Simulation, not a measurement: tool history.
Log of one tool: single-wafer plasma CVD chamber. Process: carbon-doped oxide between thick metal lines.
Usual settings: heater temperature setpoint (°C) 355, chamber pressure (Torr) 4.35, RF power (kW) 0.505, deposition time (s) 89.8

run,hour,heater temperature setpoint (°C),chamber pressure (Torr),RF power (kW),deposition time (s),wafers since the last listed run,hours since the last thermocouple change,hours since the last RF generator calibration,hours since the last manometer calibration,hours since the showerhead was replaced,hours since the gauge calibration,"read-back reference wafer on the same gauge, thickness_nm",mean film thickness on the monitor wafer (nm)
1,0.0,347,4.35,0.505,89.8,0,2651.4,1840.4,2172.0,4199.5,197.2,402.853,453.889
2,25.0,355,4.35,0.505,89.8,309,2676.4,1865.4,2197.0,4224.5,222.2,403.012,445.557
3,49.6,355,4.35,0.505,89.8,304,2701.0,1890.0,2221.6,4249.1,246.8,402.777,446.135
4,74.1,355,4.35,0.505,89.8,303,2725.5,1914.5,2246.1,4273.6,271.3,402.679,448.111
5,95.9,355,4.35,0.440,89.8,269,2747.3,1936.3,2267.9,4295.4,293.1,403.072,387.437
6,123.3,355,4.35,0.440,89.8,339,2774.7,1963.7,2295.3,4322.8,320.5,402.966,387.664
7,146.5,355,4.35,0.440,89.8,287,2797.9,1986.9,2318.5,4346.0,343.7,402.836,385.297
8,171.5,355,4.35,0.505,89.8,309,2822.9,2011.9,2343.5,4371.0,368.7,403.637,446.406
9,184.0,355,4.35,0.505,89.8,154,2835.4,2024.4,2356.0,4383.5,381.2,402.943,446.340
10,200.8,355,4.35,0.505,89.8,207,2852.2,2041.2,2372.8,4400.3,398.0,403.250,446.023
11,219.4,355,4.35,0.505,89.8,230,2870.8,2059.8,2391.4,4418.9,416.6,402.959,446.722
12,242.2,355,4.35,0.505,89.8,282,2893.6,2082.6,2414.2,4441.7,439.4,403.119,446.348
13,268.9,355,4.35,0.505,89.8,330,2920.3,2109.3,2440.9,4468.4,466.1,403.303,444.683
14,300.1,355,3.43,0.505,89.8,386,2951.5,2140.5,2472.1,4499.6,497.3,403.324,420.767
15,316.8,355,4.35,0.505,89.8,206,2968.2,2157.2,2488.8,4516.3,514.0,402.849,443.962
16,331.2,355,4.35,0.445,89.8,178,2982.6,2171.6,2503.2,4530.7,528.4,402.706,389.402
17,354.5,355,4.89,0.505,89.8,288,3005.9,2194.9,2526.5,4554.0,551.7,403.278,457.506
18,370.3,347,4.78,0.550,81.3,195,3021.7,2210.7,2542.3,4569.8,567.5,402.826,455.190
# hour 380.9: showerhead replaced
# hour 382.8: gauge calibrated
# hour 384.9: thermocouple changed; heater temperature recalibrated
# hour 386.8: RF generator calibrated
19,390.5,355,4.35,0.450,72.2,77,5.6,3.7,2562.5,9.6,7.7,403.165,318.257

Forecast run 20:
# hour 415.8: capacitance manometer re-zeroed and calibrated
20,421.4,355,4.35,0.505,89.8,283,36.5,34.6,5.6,40.5,38.6,?,?

{"run 20": {"read-back reference wafer on the same gauge, thickness_nm": 403.142, "mean film thickness on the monitor wafer (nm)": 446.853}}
Without the tool's hidden state the same run would have given mean film thickness on the monitor wafer (nm) 446.853.
